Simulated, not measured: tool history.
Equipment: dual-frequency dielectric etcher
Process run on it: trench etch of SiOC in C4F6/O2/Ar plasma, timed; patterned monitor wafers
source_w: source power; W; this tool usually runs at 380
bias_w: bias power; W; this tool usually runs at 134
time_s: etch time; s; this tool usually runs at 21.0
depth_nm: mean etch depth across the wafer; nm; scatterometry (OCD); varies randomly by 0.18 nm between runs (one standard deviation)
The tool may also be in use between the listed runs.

run   hour  source_w  bias_w  time_s  wafers since the last listed run  hours since the last wet clean  hours since the last source power generator calibration  hours since the last bias power generator calibration  hours since the last upper electrode change  hours since the gauge calibration  read-back reference wafer on the same gauge, depth_nm  depth_nm
  1    0.0       380     157    21.0                                 0                           172.3                                                   2556.3                                                 1752.0                                       6487.3                              354.9                                                  33.50     38.25
  2   31.4       380     134    21.0                               399                           203.7                                                   2587.7                                                 1783.4                                       6518.7                              386.3                                                  33.50     35.93
  3   44.5       380     134    21.0                               166                           216.8                                                   2600.8                                                 1796.5                                       6531.8                              399.4                                                  33.44     35.92
  4   78.9       380     134    21.0                               437                           251.2                                                   2635.2                                                 1830.9                                       6566.2                              433.8                                                  33.49     35.97
  5  106.2       430     134    21.0                               347                           278.5                                                   2662.5                                                 1858.2                                       6593.5                              461.1                                                  33.53     37.84
  6  128.9       380     134    21.0                               288                           301.2                                                   2685.2                                                 1880.9                                       6616.2                              483.8                                                  33.46     35.97
     165.2  -- wet clean of the chamber
  7  165.7       380     134    18.0                               162                             0.5                                                   2722.0                                                 1917.7                                       6653.0                              520.6                                                  33.51     31.01
  8  174.7       380     134    21.0                               114                             9.5                                                   2731.0                                                 1926.7                                       6662.0                              529.6                                                  33.52     36.53
  9  203.6       380     134    21.0                               367                            38.4                                                   2759.9                                                 1955.6                                       6690.9                              558.5                                                  33.53     36.41
     209.9  -- source power generator calibrated
 10  234.4       340     134    21.0                               340                            69.2                                                     24.5                                                 1986.4                                       6721.7                              589.3                                                  33.55     34.33
     270.6  -- upper electrode replaced
 11  271.1       380     134    19.0                               161                           105.9                                                     61.2                                                 2023.1                                          0.5                              626.0                                                  33.56     32.54
 12  286.5       380     134    21.0                               195                           121.3                                                     76.6                                                 2038.5                                         15.9                              641.4                                                  33.53     35.92
 13  313.6       380     134    21.0                               344                           148.4                                                    103.7                                                 2065.6                                         43.0                              668.5                                                  33.47     35.90
 14  338.5       380     157    27.5                               316                           173.3                                                    128.6                                                 2090.5                                         67.9                              693.4                                                  33.43     50.27
 15  353.5       380     134    25.0                               190                           188.3                                                    143.6                                                 2105.5                                         82.9                              708.4                                                  33.55     42.76

Expected results for the next run?
 16  384.2       420     156    21.0                               390                           219.0                                                    174.3                                                 2136.2                                        113.6                              739.1                                                      ?         ?

For run 16 the tool returned read-back reference wafer on the same gauge, depth_nm 33.53, depth_nm 39.41 nm.
Were there no unlogged condition in the tool, this run, its random variation unchanged, would have produced depth_nm 40.04 nm.

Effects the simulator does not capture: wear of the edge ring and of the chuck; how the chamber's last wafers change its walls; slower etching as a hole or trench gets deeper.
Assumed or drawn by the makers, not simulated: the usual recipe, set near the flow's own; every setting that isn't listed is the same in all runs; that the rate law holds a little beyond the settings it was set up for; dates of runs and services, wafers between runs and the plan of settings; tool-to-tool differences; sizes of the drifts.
